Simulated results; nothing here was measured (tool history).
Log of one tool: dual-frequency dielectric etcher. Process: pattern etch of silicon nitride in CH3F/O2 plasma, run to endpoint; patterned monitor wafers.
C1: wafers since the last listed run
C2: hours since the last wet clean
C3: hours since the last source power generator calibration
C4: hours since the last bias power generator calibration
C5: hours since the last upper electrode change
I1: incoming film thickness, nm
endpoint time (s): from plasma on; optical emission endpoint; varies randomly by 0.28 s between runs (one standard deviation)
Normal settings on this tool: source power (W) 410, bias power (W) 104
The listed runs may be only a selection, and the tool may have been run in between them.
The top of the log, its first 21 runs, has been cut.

At hour 313.6: bias power generator calibrated.
Run 22, hour 314.7: usual settings but source power (W) 360, bias power (W) 83; C1 67; C2 118.6; C3 69.7; C4 1.1; C5 175.9; I1 91.7. Result: endpoint time (s) 101.7.
Run 23, hour 328.5: usual settings but source power (W) 340, bias power (W) 118; C1 74; C2 132.4; C3 83.5; C4 14.9; C5 189.7; I1 90.7. Result: endpoint time (s) 90.9.
Run 24, hour 340.8: usual settings; C1 66; C2 144.7; C3 95.8; C4 27.2; C5 202.0; I1 91.4. Result: endpoint time (s) 91.7.
Run 25, hour 356.5: usual settings but source power (W) 360; C1 84; C2 160.4; C3 111.5; C4 42.9; C5 217.7; I1 90.5. Result: endpoint time (s) 93.2.
Run 26, hour 373.7: usual settings; C1 92; C2 177.6; C3 128.7; C4 60.1; C5 234.9; I1 91.8. Result: endpoint time (s) 91.9.
Run 27, hour 383.6: usual settings but source power (W) 340, bias power (W) 90; C1 53; C2 187.5; C3 138.6; C4 70.0; C5 244.8; I1 90.9. Result: endpoint time (s) 98.6.
Run 28, hour 391.9: usual settings; C1 44; C2 195.8; C3 146.9; C4 78.3; C5 253.1; I1 91.9. Result: endpoint time (s) 92.2.
Run 29, hour 407.2: usual settings but bias power (W) 79; C1 82; C2 211.1; C3 162.2; C4 93.6; C5 268.4; I1 91.5. Result: endpoint time (s) 99.5.
Run 30, hour 418.6: usual settings but bias power (W) 124; C1 61; C2 222.5; C3 173.6; C4 105.0; C5 279.8; I1 92.6. Result: endpoint time (s) 87.0.

Alternative continuations, all from the tool just after run 30; predict every row:
Run A, hour 419.1: usual settings but bias power (W) 119; C1 2; C2 223.0; C3 174.1; C4 105.5; C5 280.3; I1 92.0. Result: endpoint time (s) ?.
Run B, hour 419.1: usual settings but source power (W) 470, bias power (W) 80; C1 2; C2 223.0; C3 174.1; C4 105.5; C5 280.3; I1 92.0. Result: endpoint time (s) ?.
Run C, hour 419.1: usual settings but source power (W) 470; C1 2; C2 223.0; C3 174.1; C4 105.5; C5 280.3; I1 92.0. Result: endpoint time (s) ?.
Run D, hour 419.1: usual settings but bias power (W) 82; C1 2; C2 223.0; C3 174.1; C4 105.5; C5 280.3; I1 92.0. Result: endpoint time (s) ?.
Run E, hour 419.1: usual settings but bias power (W) 80; C1 2; C2 223.0; C3 174.1; C4 105.5; C5 280.3; I1 92.0. Result: endpoint time (s) ?.

run  endpoint time (s)
  A               88.0
  B               96.6
  C               89.3
  D               98.9
  E               99.6
Take away the tool's hidden state, keep each run's random variation, and the runs would have read:
run  endpoint time (s)
  A               88.8
  B               97.4
  C               90.0
  D               99.7
  E              100.4
